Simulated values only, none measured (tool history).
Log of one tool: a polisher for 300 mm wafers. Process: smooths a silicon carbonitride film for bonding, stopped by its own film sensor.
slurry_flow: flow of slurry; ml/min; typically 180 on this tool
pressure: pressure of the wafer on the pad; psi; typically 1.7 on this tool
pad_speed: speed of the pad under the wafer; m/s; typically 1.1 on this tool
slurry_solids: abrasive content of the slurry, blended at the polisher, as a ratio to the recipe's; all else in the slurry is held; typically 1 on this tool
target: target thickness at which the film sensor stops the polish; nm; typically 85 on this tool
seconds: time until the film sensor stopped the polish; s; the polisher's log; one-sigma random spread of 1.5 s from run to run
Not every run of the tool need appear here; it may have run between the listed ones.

run	hour	slurry_flow	pressure	pad_speed	slurry_solids	target	wafers since the last listed run	wafers polished on this pad	hours since the slurry nozzle was cleaned	hours since the head pressure was calibrated	hours since the slurry blender was calibrated	incoming thickness of the incoming film, nm	seconds
1	0	180	1.7	1.1	1	85	0	1219	90.7	661.6	218.6	100.2	96
# hour 7: worn pad replaced by a new one
2	52.9	180	1.7	1.1	1	85	308	289	143.6	714.5	271.5	99.8	94
# hour 91.3: slurry blender recalibrated
3	91.8	180	1.7	1.1	1	85	233	522	182.5	753.4	0.5	99.5	80.8
4	126.8	180	1.7	1.1	1	85	221	743	217.5	788.4	35.5	100	85.9
5	164.5	180	1.7	1.1	1	89	238	982	255.2	826.1	73.2	101.7	71.6
# hour 208.6: worn pad replaced by a new one
6	218.6	180	1.7	1.1	1	85	316	63	309.3	880.2	127.3	98.6	80.6
7	242.9	180	1.7	1.1	1	85	153	216	333.6	904.5	151.6	98.3	79.1
8	309.5	180	1.7	1.1	1	85	420	637	400.2	971.1	218.2	98.3	82.8
9	380.8	180	1.7	1.1	1	85	450	1087	471.5	1042.4	289.5	99.2	89.5
# hour 396.8: slurry nozzle cleaned
# hour 424.8: worn pad replaced by a new one
# hour 437.1: slurry blender recalibrated
10	449.2	180	1.7	1.1	1	85	387	141	52.4	1110.8	12.1	98.8	75.2
# hour 455.2: head pressure recalibrated
11	513.4	180	1.7	0.98	0.75	85	392	534	116.6	58.2	76.3	99.4	104.1
12	565.9	230	1.9	1.42	1	87	331	866	169.1	110.7	128.8	100	57.8
13	606.9	180	1.4	1.1	1	85	259	1125	210.1	151.7	169.8	101	106.5
# hour 618.4: worn pad replaced by a new one
14	675.4	180	1.9	1.1	0.75	85	407	359	278.6	220.2	238.3	98	88.5
15	733.4	180	1.7	1.1	1	85	366	726	336.6	278.2	296.3	99.9	94
# hour 759.2: slurry blender recalibrated
16	781.6	140	1.7	1.48	1	89	291	1018	384.8	326.4	22.4	101.1	58.4
# hour 816.4: worn pad replaced by a new one
17	852.6	140	1.7	1.48	1	89	423	228	455.8	397.4	93.4	100.6	53.9
18	885.7	180	2	0.76	1.2	90	209	437	488.9	430.5	126.5	101.5	69.3
19	910.2	220	2.1	1.1	1	85	154	592	513.4	455	151	98.5	65.7
# hour 925.4: slurry nozzle cleaned
20	964.8	160	1.7	1.1	1	85	338	931	39.4	509.6	205.6	100.2	91.3

Forecast each of these 3 alternatives for the next run:
A	965.2	180	1.7	1.1	1	85	2	933	39.8	510	206	100.5	?
B	965.2	180	1.7	1	1	81	2	933	39.8	510	206	100.5	?
C	965.2	180	2.3	1.1	1	85	2	933	39.8	510	206	100.5	?

run	seconds
A	94
B	126.1
C	75.4
Without the tool's hidden state the same runs would have given:
run	seconds
A	85.8
B	115.1
C	68.8

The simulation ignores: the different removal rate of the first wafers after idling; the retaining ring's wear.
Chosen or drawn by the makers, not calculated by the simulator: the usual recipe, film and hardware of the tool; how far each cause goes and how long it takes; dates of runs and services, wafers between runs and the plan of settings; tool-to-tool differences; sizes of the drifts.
